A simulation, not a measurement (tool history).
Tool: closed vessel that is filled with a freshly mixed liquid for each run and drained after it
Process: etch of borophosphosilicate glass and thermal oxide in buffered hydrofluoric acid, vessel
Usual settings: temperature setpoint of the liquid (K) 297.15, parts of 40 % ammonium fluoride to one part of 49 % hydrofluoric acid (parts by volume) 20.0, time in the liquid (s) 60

run	hour	temperature setpoint of the liquid (K)	parts of 40 % ammonium fluoride to one part of 49 % hydrofluoric acid (parts by volume)	time in the liquid (s)	wafers since the last listed run	hours since the thermometer was replaced	hours since the hydrofluoric acid flow meter was replaced	hours since the gauge calibration	read-back film thickness of the borophosphosilicate glass reference wafer, read on the same gauge (nm)	read-back film thickness of the thermal oxide reference wafer, read on the same gauge (nm)	thickness taken off the borophosphosilicate glass on a monitor wafer (Å)	thickness taken off the thermal oxide on a monitor wafer (Å)
1	0.0	297.15	20.0	60	0	604.5	753.9	550.5	130.00	80.01	486.8	306.7
# hour 0.2: gauge calibrated
2	55.4	297.15	20.0	60	7547	659.9	809.3	55.2	130.05	80.05	475.6	307.6
3	120.8	297.15	20.0	60	8909	725.3	874.7	120.6	129.97	79.99	476.9	304.6
4	189.6	297.15	20.0	60	9372	794.1	943.5	189.4	130.02	80.04	475.4	305.7
5	220.5	297.15	15.0	60	4209	825.0	974.4	220.3	130.02	79.97	614.1	391.3
6	267.8	297.15	15.0	60	6443	872.3	1021.7	267.6	130.01	80.02	610.0	388.7
7	310.7	297.15	15.0	60	5844	915.2	1064.6	310.5	129.97	79.99	613.6	388.5
8	349.3	297.15	23.5	60	5258	953.8	1103.2	349.1	130.05	80.01	423.4	266.3
9	400.3	297.15	23.5	60	6947	1004.8	1154.2	400.1	130.02	80.01	421.5	266.1
10	441.8	297.15	20.0	60	5653	1046.3	1195.7	441.6	129.98	80.01	470.2	299.6
11	492.7	299.65	15.5	60	6934	1097.2	1246.6	492.5	130.00	79.98	665.3	416.9
# hour 497.3: gauge calibrated
12	644.6	297.15	20.0	60	20694	1249.1	1398.5	147.3	130.00	80.02	463.8	295.0
# hour 666.9: hydrofluoric acid flow meter replaced
# hour 757.1: thermometer replaced
13	775.7	297.15	23.5	40	17587	18.6	108.8	278.4	129.98	79.97	296.3	190.3
14	826.7	297.15	18.0	60	6947	69.6	159.8	329.4	130.02	80.01	547.6	350.0

Run 15 comes next. What will it give?
15	895.9	294.65	14.5	30	9427	138.8	229.0	398.6	?	?	?	?

Run 15 gave read-back film thickness of the borophosphosilicate glass reference wafer, read on the same gauge (nm) 130.00, read-back film thickness of the thermal oxide reference wafer, read on the same gauge (nm) 80.02, thickness taken off the borophosphosilicate glass on a monitor wafer (Å) 294.7, thickness taken off the thermal oxide on a monitor wafer (Å) 185.9.
Without the tool's hidden state the same run would have given thickness taken off the borophosphosilicate glass on a monitor wafer (Å) 303.9, thickness taken off the thermal oxide on a monitor wafer (Å) 191.6.
